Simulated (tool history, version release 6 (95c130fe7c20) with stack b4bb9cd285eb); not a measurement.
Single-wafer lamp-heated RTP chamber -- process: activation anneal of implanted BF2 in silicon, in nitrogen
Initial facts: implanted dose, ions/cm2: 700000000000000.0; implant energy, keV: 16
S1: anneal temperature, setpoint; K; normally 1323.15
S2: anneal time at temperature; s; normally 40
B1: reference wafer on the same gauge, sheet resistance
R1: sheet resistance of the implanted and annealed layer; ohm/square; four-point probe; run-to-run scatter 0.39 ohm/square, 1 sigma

{"run": 1, "day": 0.0, "S1": 1323.15, "S2": 40, "B1": 174.99, "R1": 186.33}
{"run": 2, "day": 2.75, "S1": 1323.15, "S2": 40, "B1": 175, "R1": 187.08}
{"run": 3, "day": 4.038, "S1": 1323.15, "S2": 40, "B1": 174.88, "R1": 186.36}
{"day": 4.633, "done": "pyrometer window cleaned and pyrometer calibrated"}
{"run": 4, "day": 5.062, "S1": 1323.15, "S2": 40, "B1": 174.89, "R1": 186.98}
{"run": 5, "day": 8.008, "S1": 1323.15, "S2": 40, "B1": 174.69, "R1": 186.23}
{"run": 6, "day": 9.012, "S1": 1323.15, "S2": 40, "B1": 174.74, "R1": 185.57}
{"run": 7, "day": 13.329, "S1": 1323.15, "S2": 40, "B1": 174.48, "R1": 186.43}
{"run": 8, "day": 16.246, "S1": 1323.15, "S2": 40, "B1": 174.36, "R1": 185.9}
{"run": 9, "day": 18.325, "S1": 1337.15, "S2": 40, "B1": 174.23, "R1": 179.67}
{"run": 10, "day": 20.254, "S1": 1323.15, "S2": 49, "B1": 174.3, "R1": 183.45}
{"day": 22.825, "done": "pyrometer window cleaned and pyrometer calibrated"}
{"run": 11, "day": 23.025, "S1": 1323.15, "S2": 49, "B1": 174.1, "R1": 182.94}
{"run": 12, "day": 25.254, "S1": 1323.15, "S2": 51, "B1": 174.26, "R1": 182.04}
{"day": 25.604, "done": "reflector plate cleaned"}
{"run": 13, "day": 27.8, "S1": 1323.15, "S2": 51, "B1": 174.02, "R1": 181.83}
{"run": 14, "day": 29.333, "S1": 1323.15, "S2": 40, "B1": 173.95, "R1": 185.98}
{"run": 15, "day": 32.179, "S1": 1308.15, "S2": 32, "B1": 173.84, "R1": 197.43}
{"run": 16, "day": 35.688, "S1": 1323.15, "S2": 51, "B1": 173.65, "R1": 182.1}
{"run": 17, "day": 37.529, "S1": 1342.15, "S2": 21, "B1": 173.74, "R1": 185.31}
{"run": 18, "day": 39.333, "S1": 1323.15, "S2": 40, "B1": 173.51, "R1": 185.01}
{"day": 40.792, "done": "pyrometer window cleaned and pyrometer calibrated"}
{"run": 19, "day": 40.812, "S1": 1323.15, "S2": 40, "B1": 173.48, "R1": 184.4}
{"day": 46.029, "done": "gauge calibrated"}
{"run": 20, "day": 47.392, "S1": 1323.15, "S2": 58, "B1": 176, "R1": 182.1}
{"run": 21, "day": 49.717, "S1": 1294.15, "S2": 64, "B1": 175.88, "R1": 195.1}

The next listed run, before its measurement:
{"run": 22, "day": 52.333, "S1": 1323.15, "S2": 40, "B1": "?", "R1": "?"}

{"run 22": {"B1": 175.7, "R1": 187.14}}
Take away the tool's hidden state, keep the run-to-run variation as it was, and the same run would have given R1 187.38 ohm/square.
